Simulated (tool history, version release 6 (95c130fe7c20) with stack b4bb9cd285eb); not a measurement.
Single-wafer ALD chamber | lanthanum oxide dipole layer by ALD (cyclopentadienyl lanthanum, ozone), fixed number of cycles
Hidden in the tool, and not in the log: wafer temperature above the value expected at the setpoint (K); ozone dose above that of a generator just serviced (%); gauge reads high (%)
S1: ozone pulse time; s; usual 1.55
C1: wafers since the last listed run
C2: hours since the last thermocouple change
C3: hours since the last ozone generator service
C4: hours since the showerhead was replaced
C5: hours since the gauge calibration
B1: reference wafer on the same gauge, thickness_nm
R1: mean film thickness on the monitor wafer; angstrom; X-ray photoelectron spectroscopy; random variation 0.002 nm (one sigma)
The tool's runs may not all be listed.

run     day    S1    C1      C2      C3      C4     C5     B1    R1
  1       0  1.55     0  2150.1   870.7  2406.6  802.9  0.527  5.84
  2   3.596  1.28  1071  2236.4     957  2492.9  889.2  0.525  5.53
      4.629  -- gauge calibrated
  3   7.738  1.28  1233  2335.8  1056.4  2592.3   74.6  0.526   5.5
  4  12.158  1.28  1316  2441.9  1162.5  2698.4  180.7  0.527  5.53
  5  15.279  1.55   929  2516.8  1237.4  2773.3  255.6  0.526  5.79
  6  18.446  1.55   943  2592.8  1313.4  2849.3  331.6  0.526  5.76
  7  20.433  1.16   592  2640.5  1361.1    2897  379.3  0.525  5.27
  8  23.867  1.73  1022  2722.9  1443.5  2979.4  461.7  0.526  5.87
  9  26.458  1.73   772  2785.1  1505.7  3041.6  523.9  0.526  5.87
 10  30.212  1.55  1118  2875.2  1595.8  3131.7    614  0.526  5.74
     30.933  -- thermocouple changed; heater temperature recalibrated
 11  33.088  1.16   757    51.7  1664.8  3200.7    683  0.526  5.18
 12  36.038  1.93   878   122.5  1735.6  3271.5  753.8  0.526  5.94
     38.158  -- gauge calibrated
 13  38.383  1.96   698   178.8  1791.9  3327.8    5.4  0.526  5.91
     39.971  -- ozone generator serviced
 14  40.067  1.55   402   219.2     2.3  3368.2   45.8  0.526  5.88
     42.454  -- showerhead replaced
 15  43.467  1.06   913   300.8    83.9    24.3  127.4  0.526   5.2
 16  45.825  1.72   702   357.4   140.5    80.9    184  0.526  5.98
 17  49.858  1.93  1201   454.2   237.3   177.7  280.8  0.526  6.02
 18   54.35  2.13  1337     562   345.1   285.5  388.6  0.526  6.09

Forecast each of these 5 alternatives for the next run:
  A  54.367  1.55   4  562.4  345.5  285.9  389   ?   ?
  B  54.367  1.18   4  562.4  345.5  285.9  389   ?   ?
  C  54.367  1.79   4  562.4  345.5  285.9  389   ?   ?
  D  54.367  0.95   4  562.4  345.5  285.9  389   ?   ?
  E  54.367     2   4  562.4  345.5  285.9  389   ?   ?

run     B1    R1
  A  0.526  5.85
  B  0.526  5.43
  C  0.526  5.98
  D  0.526   4.9
  E  0.526  6.04
Without the tool's hidden state the same runs would have given:
run    R1
  A  5.86
  B  5.45
  C  5.98
  D  4.92
  E  6.04
